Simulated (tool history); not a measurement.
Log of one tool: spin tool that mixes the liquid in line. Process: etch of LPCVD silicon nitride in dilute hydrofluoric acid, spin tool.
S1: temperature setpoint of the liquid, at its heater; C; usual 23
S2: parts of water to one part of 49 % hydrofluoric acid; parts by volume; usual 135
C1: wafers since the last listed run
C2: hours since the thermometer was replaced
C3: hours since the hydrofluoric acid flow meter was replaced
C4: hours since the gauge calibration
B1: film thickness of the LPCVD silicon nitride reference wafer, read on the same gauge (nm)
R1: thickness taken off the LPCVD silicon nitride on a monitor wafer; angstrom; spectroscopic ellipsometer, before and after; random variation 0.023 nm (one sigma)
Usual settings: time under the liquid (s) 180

run 1 hour=0 | S1=23 S2=165 time_under_the_liquid_(s)=235 | C1=0 C2=142.2 C3=773.9 C4=775.6 | B1=69.989 | R1=7.13
run 2 hour=79.6 | S1=23 S2=165 time_under_the_liquid_(s)=235 | C1=490 C2=221.8 C3=853.5 C4=855.2 | B1=69.995 | R1=6.71
run 3 hour=164.2 | S1=23 S2=165 time_under_the_liquid_(s)=235 | C1=521 C2=306.4 C3=938.1 C4=939.8 | B1=69.998 | R1=6.36
run 4 hour=211.3 | S1=23 S2=135 time_under_the_liquid_(s)=180 | C1=290 C2=353.5 C3=985.2 C4=986.9 | B1=69.983 | R1=6.48
-- hour=322.4 hydrofluoric acid flow meter replaced
run 5 hour=386.7 | S1=23 S2=135 time_under_the_liquid_(s)=180 | C1=1074 C2=528.9 C3=64.3 C4=1162.3 | B1=69.998 | R1=6.44
run 6 hour=429.4 | S1=23 S2=135 time_under_the_liquid_(s)=180 | C1=263 C2=571.6 C3=107 C4=1205 | B1=69.991 | R1=6.96
run 7 hour=499.8 | S1=23 S2=135 time_under_the_liquid_(s)=180 | C1=433 C2=642 C3=177.4 C4=1275.4 | B1=70.012 | R1=6.61
run 8 hour=601.1 | S1=23 S2=135 time_under_the_liquid_(s)=180 | C1=624 C2=743.3 C3=278.7 C4=1376.7 | B1=69.996 | R1=6.3
run 9 hour=649.8 | S1=23 S2=135 time_under_the_liquid_(s)=180 | C1=300 C2=792 C3=327.4 C4=1425.4 | B1=69.993 | R1=6.89
-- hour=689.9 gauge calibrated
run 10 hour=699.1 | S1=23 S2=135 time_under_the_liquid_(s)=180 | C1=303 C2=841.3 C3=376.7 C4=9.2 | B1=70.001 | R1=6.37
-- hour=704.6 thermometer replaced
run 11 hour=773.7 | S1=23 S2=135 time_under_the_liquid_(s)=180 | C1=453 C2=69.1 C3=451.3 C4=83.8 | B1=70.002 | R1=6.44
run 12 hour=861.9 | S1=23 S2=135 time_under_the_liquid_(s)=180 | C1=543 C2=157.3 C3=539.5 C4=172 | B1=70.008 | R1=6.13
run 13 hour=898 | S1=23 S2=135 time_under_the_liquid_(s)=180 | C1=222 C2=193.4 C3=575.6 C4=208.1 | B1=70.017 | R1=6.49
run 14 hour=935.3 | S1=23 S2=175 time_under_the_liquid_(s)=180 | C1=229 C2=230.7 C3=612.9 C4=245.4 | B1=70.008 | R1=4.78
run 15 hour=1025.8 | S1=23 S2=175 time_under_the_liquid_(s)=180 | C1=557 C2=321.2 C3=703.4 C4=335.9 | B1=70.005 | R1=4.93
run 16 hour=1101.4 | S1=27 S2=175 time_under_the_liquid_(s)=210 | C1=465 C2=396.8 C3=779 C4=411.5 | B1=70.012 | R1=7.42
run 17 hour=1191.6 | S1=23 S2=135 time_under_the_liquid_(s)=180 | C1=555 C2=487 C3=869.2 C4=501.7 | B1=70.003 | R1=5.8
run 18 hour=1238.8 | S1=25.5 S2=135 time_under_the_liquid_(s)=180 | C1=290 C2=534.2 C3=916.4 C4=548.9 | B1=69.99 | R1=7.28
run 19 hour=1446.4 | S1=23 S2=135 time_under_the_liquid_(s)=180 | C1=1279 C2=741.8 C3=1124 C4=756.5 | B1=70.011 | R1=5.87
-- hour=1476.3 hydrofluoric acid flow meter replaced
run 20 hour=1497.9 | S1=23 S2=135 time_under_the_liquid_(s)=150 | C1=311 C2=793.3 C3=21.6 C4=808 | B1=69.995 | R1=5.47
run 21 hour=1569.7 | S1=25 S2=105 time_under_the_liquid_(s)=255 | C1=442 C2=865.1 C3=93.4 C4=879.8 | B1=70.015 | R1=13.51
run 22 hour=1643 | S1=21.5 S2=135 time_under_the_liquid_(s)=180 | C1=451 C2=938.4 C3=166.7 C4=953.1 | B1=70.007 | R1=5.89
-- hour=1664.7 thermometer replaced
run 23 hour=1703 | S1=24.5 S2=180 time_under_the_liquid_(s)=120 | C1=363 C2=38.3 C3=226.7 C4=1013.1 | B1=69.999 | R1=3.59
run 24 hour=1787.1 | S1=18 S2=115 time_under_the_liquid_(s)=135 | C1=518 C2=122.4 C3=310.8 C4=1097.2 | B1=70 | R1=4.19
run 25 hour=1882.6 | S1=19.5 S2=115 time_under_the_liquid_(s)=115 | C1=588 C2=217.9 C3=406.3 C4=1192.7 | B1=69.987 | R1=3.75
run 26 hour=1986.6 | S1=23 S2=135 time_under_the_liquid_(s)=180 | C1=640 C2=321.9 C3=510.3 C4=1296.7 | B1=70.008 | R1=6.45
run 27 hour=2088.4 | S1=23 S2=135 time_under_the_liquid_(s)=180 | C1=627 C2=423.7 C3=612.1 C4=1398.5 | B1=70.017 | R1=6.39
run 28 hour=2132.1 | S1=27 S2=165 time_under_the_liquid_(s)=140 | C1=269 C2=467.4 C3=655.8 C4=1442.2 | B1=69.993 | R1=5.17
run 29 hour=2187.8 | S1=23 S2=135 time_under_the_liquid_(s)=280 | C1=343 C2=523.1 C3=711.5 C4=1497.9 | B1=70.002 | R1=9.37
-- hour=2220.5 gauge calibrated
run 30 hour=2270.9 | S1=23 S2=65 time_under_the_liquid_(s)=70 | C1=511 C2=606.2 C3=794.6 C4=50.4 | B1=69.987 | R1=4.74

Hidden state or all else? Some run-to-run changes of R1, split into what the settings, what came in and random variation would give without the hidden state, and what is left for the hidden state (with any gauge scatter that isn't in both results):
The hidden state here: liquid colder than its thermometer reads (K); hydrofluoric acid flow below the setpoint (%); gauge reads high (%).
Run 4 -> 5: hydrofluoric acid flow meter replaced. R1 -0.04 angstrom: hidden state +0.75, all else -0.79.
Run 19 -> 20: time under the liquid (s) 180 -> 150, hydrofluoric acid flow meter replaced. R1 -0.4 angstrom: hidden state +0.78, all else -1.18.
Run 20 -> 21: S1 23 -> 25, S2 135 -> 105, time under the liquid (s) 150 -> 255. R1 +8.04 angstrom: hidden state -0.47, all else +8.51.
Run 21 -> 22: S1 25 -> 21.5, S2 105 -> 135, time under the liquid (s) 255 -> 180. R1 -7.62 angstrom: hidden state +0.34, all else -7.96.
Run 28 -> 29: S1 27 -> 23, S2 165 -> 135, time under the liquid (s) 140 -> 280. R1 +4.2 angstrom: hidden state -0.61, all else +4.81.
Run 29 -> 30: S2 135 -> 65, time under the liquid (s) 280 -> 70, gauge calibrated. R1 -4.63 angstrom: hidden state +0.58, all else -5.21.
